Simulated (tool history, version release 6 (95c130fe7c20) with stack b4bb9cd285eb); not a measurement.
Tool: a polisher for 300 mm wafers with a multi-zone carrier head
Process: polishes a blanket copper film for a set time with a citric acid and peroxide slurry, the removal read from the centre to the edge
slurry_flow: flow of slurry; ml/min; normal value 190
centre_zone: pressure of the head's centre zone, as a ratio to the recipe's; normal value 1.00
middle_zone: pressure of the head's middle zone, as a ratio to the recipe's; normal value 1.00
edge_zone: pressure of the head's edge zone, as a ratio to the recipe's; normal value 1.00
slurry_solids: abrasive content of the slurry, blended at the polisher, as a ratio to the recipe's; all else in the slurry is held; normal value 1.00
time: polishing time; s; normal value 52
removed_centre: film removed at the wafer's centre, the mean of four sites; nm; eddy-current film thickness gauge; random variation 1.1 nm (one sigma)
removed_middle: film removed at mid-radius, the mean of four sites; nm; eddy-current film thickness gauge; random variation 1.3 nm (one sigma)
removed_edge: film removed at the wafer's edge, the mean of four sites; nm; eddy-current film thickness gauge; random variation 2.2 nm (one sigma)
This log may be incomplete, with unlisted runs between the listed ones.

run   hour  slurry_flow  centre_zone  middle_zone  edge_zone  slurry_solids  time  incoming thickness of the incoming film, nm  removed_centre  removed_middle  removed_edge
  1    0.0          190         1.00         1.00       1.00           1.00    52                                       1019.0           145.2           151.3         151.3
      10.2  -- centre zone pressure recalibrated
  2   10.7          190         1.00         1.00       1.00           1.00    52                                       1014.5           142.7           150.9         150.2
  3   15.5          190         1.00         1.00       1.00           1.00    52                                       1023.7           144.2           150.9         148.1
      40.6  -- edge zone pressure recalibrated
  4   68.8          190         1.00         1.00       1.00           1.00    52                                       1009.2           143.3           148.3         148.6
      83.0  -- worn pad replaced by a new one
  5   83.5          140         1.00         1.00       1.00           1.00    52                                        991.9           148.2           157.6         154.9
  6   88.0          160         1.00         1.00       1.00           1.00    52                                       1010.8           149.7           158.5         155.7
  7   95.0          190         1.00         1.00       1.00           1.00    52                                        999.5           154.5           162.7         156.7
  8  140.6          190         0.95         1.00       1.00           1.00    52                                       1011.9           140.1           154.1         151.6
  9  150.4          225         1.00         1.00       1.00           1.00    58                                       1003.7           165.6           174.6         171.2
 10  180.0          190         1.00         1.00       1.00           1.00    52                                        999.1           145.6           149.9         150.5
 11  188.3          170         1.00         1.08       1.00           1.00    69                                       1019.3           188.2           209.6         191.1
     205.8  -- carrier head's membrane replaced by a new one
     206.8  -- worn pad replaced by a new one
 12  207.8          190         1.00         1.00       1.00           1.00    52                                       1004.1           156.5           163.0         160.3
 13  221.6          190         0.90         1.07       1.00           0.75    52                                       1015.4           128.6           158.9         146.9
     231.8  -- slurry nozzle cleaned
 14  237.4          190         1.08         0.93       1.00           0.75    40                                       1013.1           115.0           105.4         112.7
 15  243.9          190         1.00         1.00       1.00           1.00    52                                       1029.6           148.2           154.2         155.7
 16  276.2          190         1.00         1.00       1.00           1.00    52                                       1023.7           144.7           151.3         149.6
 17  287.4          190         1.00         0.97       1.12           1.00    52                                       1014.3           146.0           147.6         159.4
 18  294.8          190         1.00         1.00       1.00           1.00    67                                       1024.5           185.7           196.2         193.1
 19  312.8          240         1.00         1.00       1.00           1.10    52                                       1022.5           153.8           159.4         152.6
 20  320.2          190         1.04         0.90       1.00           1.00    52                                       1003.4           148.1           137.9         145.5
 21  332.7          225         1.08         1.00       0.88           1.00    65                                       1003.6           197.8           192.7         177.9

Branching from run 21: 5 alternative next runs. What would each branch give?
  A  333.1          190         1.00         1.00       1.00           1.00    52                                       1012.9               ?               ?             ?
  B  333.1          190         1.00         0.94       0.96           1.00    52                                       1012.9               ?               ?             ?
  C  333.1          140         1.00         1.00       1.00           0.80    52                                       1012.9               ?               ?             ?
  D  333.1          160         1.00         0.89       1.00           1.00    52                                       1012.9               ?               ?             ?
  E  333.1          190         1.00         1.10       0.94           1.00    46                                       1012.9               ?               ?             ?

run  removed_centre  removed_middle  removed_edge
  A           143.3           150.1         149.4
  B           143.3           142.5         146.6
  C           126.9           133.9         135.4
  D           138.5           132.2         146.4
  E           126.9           144.0         128.1
The same runs, with their run-to-run variation unchanged, on a tool lacking any hidden condition would have given:
run  removed_centre  removed_middle  removed_edge
  A           158.0           165.4         164.6
  B           157.9           157.1         161.6
  C           139.9           147.6         149.2
  D           152.7           145.7         161.4
  E           139.8           158.7         141.2
